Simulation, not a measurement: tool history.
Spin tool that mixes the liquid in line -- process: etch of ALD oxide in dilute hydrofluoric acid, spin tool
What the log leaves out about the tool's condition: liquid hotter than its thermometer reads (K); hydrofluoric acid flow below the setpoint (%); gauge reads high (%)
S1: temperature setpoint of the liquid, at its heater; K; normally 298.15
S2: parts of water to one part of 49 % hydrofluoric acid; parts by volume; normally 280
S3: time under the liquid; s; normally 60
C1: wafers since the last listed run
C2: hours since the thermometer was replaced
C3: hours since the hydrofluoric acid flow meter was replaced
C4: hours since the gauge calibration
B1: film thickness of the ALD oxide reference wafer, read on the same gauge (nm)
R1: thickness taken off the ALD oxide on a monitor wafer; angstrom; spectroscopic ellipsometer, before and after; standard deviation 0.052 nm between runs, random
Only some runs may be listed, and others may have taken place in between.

run	hour	S1	S2	S3	C1	C2	C3	C4	B1	R1
1	0.0	298.15	280	70	0	595.3	1348.3	1274.3	89.970	64.28
2	32.7	298.15	280	70	436	628.0	1381.0	1307.0	89.989	63.03
3	58.9	298.15	280	60	349	654.2	1407.2	1333.2	90.003	54.75
4	128.0	298.15	280	60	922	723.3	1476.3	1402.3	90.010	54.43
# hour 169.3: hydrofluoric acid flow meter replaced
5	199.2	298.15	280	60	937	794.5	29.9	1473.5	90.005	55.14
6	269.0	298.15	185	40	932	864.3	99.7	1543.3	90.019	62.27
7	332.9	298.15	205	60	853	928.2	163.6	1607.2	90.023	83.31
8	372.4	298.15	280	80	527	967.7	203.1	1646.7	90.005	73.28
9	434.2	298.15	280	80	825	1029.5	264.9	1708.5	89.979	73.95
10	477.9	298.15	280	60	583	1073.2	308.6	1752.2	90.009	55.32
11	509.1	295.65	170	75	416	1104.4	339.8	1783.4	90.024	118.69
12	572.4	298.15	280	60	845	1167.7	403.1	1846.7	90.017	55.49
13	602.5	293.65	395	85	401	1197.8	433.2	1876.8	89.986	43.66
14	669.3	295.15	385	80	892	1264.6	500.0	1943.6	90.049	45.16
15	767.8	298.15	280	60	1315	1363.1	598.5	2042.1	90.038	57.20
# hour 815.2: thermometer replaced
16	881.2	294.65	185	85	1501	66.0	711.9	2155.5	90.025	107.63
17	918.5	300.65	280	60	498	103.3	749.2	2192.8	89.993	57.96
18	953.0	300.15	220	70	460	137.8	783.7	2227.3	90.006	90.17
19	984.9	298.15	280	60	426	169.7	815.6	2259.2	90.036	53.41
20	1049.3	301.15	280	60	860	234.1	880.0	2323.6	89.980	58.12
21	1088.1	300.65	340	85	518	272.9	918.8	2362.4	90.031	63.31
22	1137.1	301.65	280	60	654	321.9	967.8	2411.4	90.018	60.63
23	1164.3	301.15	415	60	363	349.1	995.0	2438.6	90.001	34.60
24	1229.2	298.15	280	60	866	414.0	1059.9	2503.5	90.009	53.48
# hour 1242.2: gauge calibrated
25	1285.4	298.15	280	60	750	470.2	1116.1	43.2	90.002	54.14
26	1357.4	298.15	340	70	961	542.2	1188.1	115.2	90.007	48.89
27	1415.0	298.15	280	60	769	599.8	1245.7	172.8	90.026	53.72
28	1485.2	298.15	205	80	937	670.0	1315.9	243.0	90.015	108.20
29	1579.2	294.65	190	50	1255	764.0	1409.9	337.0	90.043	64.86
30	1644.6	298.15	280	60	873	829.4	1475.3	402.4	90.015	55.16
31	1714.4	298.15	280	60	932	899.2	1545.1	472.2	90.003	55.31
32	1764.5	300.65	345	35	669	949.3	1595.2	522.3	90.053	26.17
# hour 1795.0: hydrofluoric acid flow meter replaced
33	1797.5	303.15	280	95	427	982.3	2.5	555.3	90.047	106.03

Each run again, without the hidden state but with its own random variation kept:
run	R1
1	61.67
2	60.38
3	52.35
4	51.85
5	52.29
6	58.60
7	78.19
8	68.82
9	69.19
10	51.63
11	109.78
12	51.51
13	40.48
14	41.75
15	52.50
16	106.36
17	57.25
18	88.82
19	52.51
20	56.97
21	61.98
22	59.15
23	33.77
24	51.84
25	52.30
26	47.11
27	51.51
28	103.09
29	61.28
30	52.19
31	52.11
32	24.69
33	99.82

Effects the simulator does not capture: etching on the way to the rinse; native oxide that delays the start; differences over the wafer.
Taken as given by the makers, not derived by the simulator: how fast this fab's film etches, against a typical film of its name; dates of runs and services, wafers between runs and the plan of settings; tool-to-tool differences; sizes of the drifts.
